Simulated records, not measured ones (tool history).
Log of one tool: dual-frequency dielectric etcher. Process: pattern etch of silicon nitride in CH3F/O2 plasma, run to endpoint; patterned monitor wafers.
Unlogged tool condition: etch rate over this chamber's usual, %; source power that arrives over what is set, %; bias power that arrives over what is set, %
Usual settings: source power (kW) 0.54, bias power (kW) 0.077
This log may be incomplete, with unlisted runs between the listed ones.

run,day,source power (kW),bias power (kW),wafers since the last listed run,hours since the last wet clean,hours since the last source power generator calibration,hours since the last bias power generator calibration,hours since the last upper electrode change,"incoming incoming film thickness, nm",endpoint time (s)
1,0,0.64,0.077,0,349.1,3470.6,4559.4,5158.9,102.8,86.4
2,0.467,0.64,0.077,71,360.3,3481.8,4570.6,5170.1,103,87.1
3,0.912,0.64,0.077,68,371,3492.5,4581.3,5180.8,102.5,86.5
4,1.508,0.54,0.077,91,385.3,3506.8,4595.6,5195.1,103.2,92.5
5,2.125,0.54,0.077,95,400.1,3521.6,4610.4,5209.9,103.9,92.7
6,2.875,0.54,0.077,115,418.1,3539.6,4628.4,5227.9,102.9,92.3
7,3.571,0.54,0.077,107,434.8,3556.3,4645.1,5244.6,102.8,92.1
8,4.162,0.54,0.077,91,449,3570.5,4659.3,5258.8,103.4,91.4
9,4.658,0.54,0.077,76,460.9,3582.4,4671.2,5270.7,103.6,92.6
# day 6.017: upper electrode replaced
10,6.038,0.54,0.077,58,494,3615.5,4704.3,0.5,102.5,92.1
11,6.05,0.61,0.072,1,494.3,3615.8,4704.6,0.8,103.5,90.5
12,6.067,0.61,0.072,2,494.7,3616.2,4705,1.2,103.1,90.1
13,6.638,0.61,0.072,87,508.4,3629.9,4718.7,14.9,104.3,90.4
14,7.367,0.54,0.077,112,525.9,3647.4,4736.2,32.4,102.1,90.8
15,7.712,0.54,0.077,53,534.2,3655.7,4744.5,40.7,102.7,90.1
16,7.967,0.54,0.077,39,540.3,3661.8,4750.6,46.8,103.1,91
17,8.554,0.58,0.071,90,554.4,3675.9,4764.7,60.9,103.1,91.4
# day 8.95: source power generator calibrated
18,8.971,0.58,0.071,38,564.4,0.5,4774.7,70.9,102.2,89.4
19,9.192,0.67,0.062,34,569.7,5.8,4780,76.2,103.2,91.1
20,9.696,0.61,0.071,77,581.8,17.9,4792.1,88.3,103,90
21,10.046,0.42,0.068,53,590.2,26.3,4800.5,96.7,104,105.4
22,10.717,0.43,0.077,103,606.3,42.4,4816.6,112.8,103,97.8
23,11.304,0.66,0.071,90,620.4,56.5,4830.7,126.9,103.7,87.9
# day 11.571: bias power generator calibrated
24,11.592,0.54,0.077,18,627.3,63.4,0.5,133.8,103,89.9
25,12.158,0.43,0.068,87,640.9,77,14.1,147.4,102.6,102.7
26,12.717,0.43,0.087,86,654.3,90.4,27.5,160.8,103.1,94.5
# day 14.075: wet clean of the chamber
27,14.096,0.59,0.067,58,0.5,123.5,60.6,193.9,103.3,97.1
28,14.112,0.44,0.09,2,0.9,123.9,61,194.3,102.7,97.1
29,14.367,0.54,0.077,39,7,130,67.1,200.4,102.9,95.8
30,14.717,0.41,0.087,53,15.4,138.4,75.5,208.8,102.1,101.2
31,15.275,0.65,0.062,86,28.8,151.8,88.9,222.2,104.2,97.3
32,15.658,0.59,0.063,59,38,161,98.1,231.4,103.1,99.1
33,16.05,0.61,0.059,60,47.4,170.4,107.5,240.8,102.4,99
34,16.562,0.54,0.07,78,59.7,182.7,119.8,253.1,103.1,98.2
35,17.204,0.61,0.059,98,75.1,198.1,135.2,268.5,104,100.9
36,17.679,0.54,0.077,73,86.5,209.5,146.6,279.9,102.4,93.5

Hidden state or all else? Some run-to-run changes of endpoint time (s), split into what the settings, what came in and random variation would give without the hidden state, and what is left for the hidden state (with any gauge scatter that isn't in both results):
Run 20 -> 21: source power (kW) 0.61 -> 0.42, bias power (kW) 0.071 -> 0.068. endpoint time (s) +15.4: hidden state -0.7, all else +16.1.
Run 22 -> 23: source power (kW) 0.43 -> 0.66, bias power (kW) 0.077 -> 0.071. endpoint time (s) -9.9: hidden state +0.4, all else -10.3.
Run 24 -> 25: source power (kW) 0.54 -> 0.43, bias power (kW) 0.077 -> 0.068. endpoint time (s) +12.8: hidden state -0.6, all else +13.4.
Run 26 -> 27: source power (kW) 0.43 -> 0.59, bias power (kW) 0.087 -> 0.067, wet clean of the chamber. endpoint time (s) +2.6: hidden state +5, all else -2.4.

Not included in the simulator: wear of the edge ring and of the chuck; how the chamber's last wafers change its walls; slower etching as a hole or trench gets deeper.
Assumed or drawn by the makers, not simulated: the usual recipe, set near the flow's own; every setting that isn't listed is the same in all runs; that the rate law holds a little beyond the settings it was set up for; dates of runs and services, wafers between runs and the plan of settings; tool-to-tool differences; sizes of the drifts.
